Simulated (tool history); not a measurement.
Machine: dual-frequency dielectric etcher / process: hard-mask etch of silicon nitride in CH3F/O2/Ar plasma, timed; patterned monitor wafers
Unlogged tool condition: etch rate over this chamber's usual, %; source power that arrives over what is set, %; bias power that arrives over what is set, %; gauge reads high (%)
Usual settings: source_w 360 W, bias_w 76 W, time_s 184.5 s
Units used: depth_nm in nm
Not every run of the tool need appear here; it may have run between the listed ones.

| run | hour | source_w | bias_w | time_s | wafers since the last listed run | hours since the last wet clean | hours since the last source power generator calibration | hours since the last bias power generator calibration | hours since the last upper electrode change | hours since the gauge calibration | read-back reference wafer on the same gauge, depth_nm | depth_nm |
|---|---|---|---|---|---|---|---|---|---|---|---|---|
| 1 | 0.0 | 400 | 76 | 184.5 | 0 | 329.1 | 2535.6 | 4159.0 | 5711.3 | 748.5 | 138.9 | 122.6 |
| 2 | 41.8 | 400 | 76 | 184.5 | 408 | 370.9 | 2577.4 | 4200.8 | 5753.1 | 790.3 | 139.0 | 123.1 |
| 3 | 83.9 | 400 | 76 | 184.5 | 411 | 413.0 | 2619.5 | 4242.9 | 5795.2 | 832.4 | 139.1 | 120.9 |
| 4 | 124.7 | 360 | 76 | 184.5 | 398 | 453.8 | 2660.3 | 4283.7 | 5836.0 | 873.2 | 139.0 | 114.8 |
| 5 | 168.8 | 360 | 76 | 184.5 | 431 | 497.9 | 2704.4 | 4327.8 | 5880.1 | 917.3 | 138.6 | 114.2 |
|  | 278.3 | wet clean of the chamber |
| 6 | 364.2 | 300 | 76 | 184.5 | 1675 | 85.9 | 2899.8 | 4523.2 | 6075.5 | 1112.7 | 138.8 | 107.4 |
| 7 | 390.9 | 360 | 69 | 184.5 | 261 | 112.6 | 2926.5 | 4549.9 | 6102.2 | 1139.4 | 139.0 | 113.1 |
| 8 | 438.5 | 360 | 81 | 184.5 | 465 | 160.2 | 2974.1 | 4597.5 | 6149.8 | 1187.0 | 139.1 | 121.4 |
|  | 492.4 | gauge calibrated |
|  | 513.3 | upper electrode replaced |
| 9 | 513.8 | 360 | 81 | 184.5 | 501 | 235.5 | 3049.4 | 4672.8 | 0.5 | 21.4 | 139.2 | 118.6 |
| 10 | 523.2 | 310 | 69 | 184.5 | 91 | 244.9 | 3058.8 | 4682.2 | 9.9 | 30.8 | 139.2 | 103.4 |
| 11 | 553.4 | 360 | 80 | 184.5 | 295 | 275.1 | 3089.0 | 4712.4 | 40.1 | 61.0 | 139.5 | 117.9 |
|  | 592.5 | source power generator calibrated |
| 12 | 598.8 | 360 | 76 | 184.5 | 404 | 320.5 | 6.3 | 4757.8 | 85.5 | 106.4 | 138.7 | 115.8 |
| 13 | 650.3 | 360 | 88 | 184.5 | 503 | 372.0 | 57.8 | 4809.3 | 137.0 | 157.9 | 138.9 | 121.8 |
| 14 | 700.5 | 390 | 59 | 131.5 | 490 | 422.2 | 108.0 | 4859.5 | 187.2 | 208.1 | 138.9 | 78.7 |
|  | 733.8 | bias power generator calibrated |
| 15 | 752.9 | 360 | 88 | 184.5 | 473 | 474.6 | 160.4 | 19.1 | 239.6 | 260.5 | 138.8 | 120.5 |
| 16 | 783.8 | 420 | 65 | 184.5 | 302 | 505.5 | 191.3 | 50.0 | 270.5 | 291.4 | 138.8 | 116.4 |
|  | 838.2 | wet clean of the chamber |
| 17 | 838.7 | 360 | 76 | 184.5 | 302 | 0.5 | 246.2 | 104.9 | 325.4 | 346.3 | 138.8 | 118.1 |
| 18 | 871.2 | 310 | 58 | 143.0 | 317 | 33.0 | 278.7 | 137.4 | 357.9 | 378.8 | 138.8 | 76.8 |
| 19 | 922.0 | 410 | 61 | 204.5 | 496 | 83.8 | 329.5 | 188.2 | 408.7 | 429.6 | 139.2 | 127.3 |
| 20 | 968.1 | 360 | 76 | 184.5 | 450 | 129.9 | 375.6 | 234.3 | 454.8 | 475.7 | 139.0 | 116.2 |
| 21 | 1005.4 | 320 | 60 | 224.0 | 364 | 167.2 | 412.9 | 271.6 | 492.1 | 513.0 | 139.2 | 123.1 |
| 22 | 1059.8 | 360 | 64 | 214.0 | 531 | 221.6 | 467.3 | 326.0 | 546.5 | 567.4 | 139.1 | 127.2 |

Predict each of these 5 candidate next runs independently; none follows another, all start after run 22:
| A | 1060.3 | 360 | 76 | 184.5 | 4 | 222.1 | 467.8 | 326.5 | 547.0 | 567.9 | ? | ? |
| B | 1060.3 | 360 | 85 | 220.0 | 4 | 222.1 | 467.8 | 326.5 | 547.0 | 567.9 | ? | ? |
| C | 1060.3 | 360 | 65 | 157.0 | 4 | 222.1 | 467.8 | 326.5 | 547.0 | 567.9 | ? | ? |
| D | 1060.3 | 360 | 76 | 131.0 | 4 | 222.1 | 467.8 | 326.5 | 547.0 | 567.9 | ? | ? |
| E | 1060.3 | 430 | 95 | 227.5 | 4 | 222.1 | 467.8 | 326.5 | 547.0 | 567.9 | ? | ? |

| run | read-back reference wafer on the same gauge, depth_nm | depth_nm |
|---|---|---|
| A | 139.0 | 116.1 |
| B | 139.0 | 144.4 |
| C | 139.0 | 93.3 |
| D | 139.0 | 82.4 |
| E | 139.0 | 170.2 |
Without the tool's hidden state the same runs would have given:
| run | depth_nm |
|---|---|
| A | 118.6 |
| B | 147.5 |
| C | 95.3 |
| D | 84.2 |
| E | 173.8 |

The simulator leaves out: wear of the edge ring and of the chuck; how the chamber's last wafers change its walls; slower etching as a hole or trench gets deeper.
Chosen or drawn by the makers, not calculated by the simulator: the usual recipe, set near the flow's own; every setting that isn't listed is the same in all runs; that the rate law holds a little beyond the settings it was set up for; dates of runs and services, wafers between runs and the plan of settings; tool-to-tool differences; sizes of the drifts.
